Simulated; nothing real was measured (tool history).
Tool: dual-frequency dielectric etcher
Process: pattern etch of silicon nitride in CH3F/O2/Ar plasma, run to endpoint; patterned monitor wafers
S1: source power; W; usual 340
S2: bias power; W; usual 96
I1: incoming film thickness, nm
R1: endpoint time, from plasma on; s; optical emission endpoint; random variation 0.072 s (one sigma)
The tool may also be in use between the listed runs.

run,hour,S1,S2,I1,R1
1,0.0,340,88,17.84,24.1
2,12.0,370,96,17.61,22.4
3,20.2,340,96,17.59,23.0
4,26.5,340,96,17.63,23.1
5,63.6,340,96,17.70,23.2
6,81.6,340,96,17.67,23.1
# hour 114.8: bias power generator calibrated
# hour 158.0: wet clean of the chamber
7,158.5,340,96,17.92,24.2
8,168.9,340,96,17.73,24.0
# hour 198.7: upper electrode replaced
9,199.2,340,96,17.80,24.1
10,200.5,400,117,17.71,21.0
# hour 208.8: source power generator calibrated
11,210.0,340,96,17.50,23.5
12,221.3,300,114,17.80,23.9
13,236.0,290,117,17.70,23.6
14,244.5,340,74,17.57,25.3
15,259.6,280,112,17.69,24.4
16,277.0,380,105,17.74,22.1

4 ways to go on from here, each from the tool as it stands after run 16. What would each give?
A,277.4,340,96,17.77,?
B,277.4,380,111,17.77,?
C,277.4,260,96,17.77,?
D,277.4,400,116,17.77,?

run,R1
A,23.7
B,21.7
C,26.3
D,21.0
Without the tool's hidden state the same runs would have given:
run,R1
A,24.2
B,22.2
C,26.8
D,21.5

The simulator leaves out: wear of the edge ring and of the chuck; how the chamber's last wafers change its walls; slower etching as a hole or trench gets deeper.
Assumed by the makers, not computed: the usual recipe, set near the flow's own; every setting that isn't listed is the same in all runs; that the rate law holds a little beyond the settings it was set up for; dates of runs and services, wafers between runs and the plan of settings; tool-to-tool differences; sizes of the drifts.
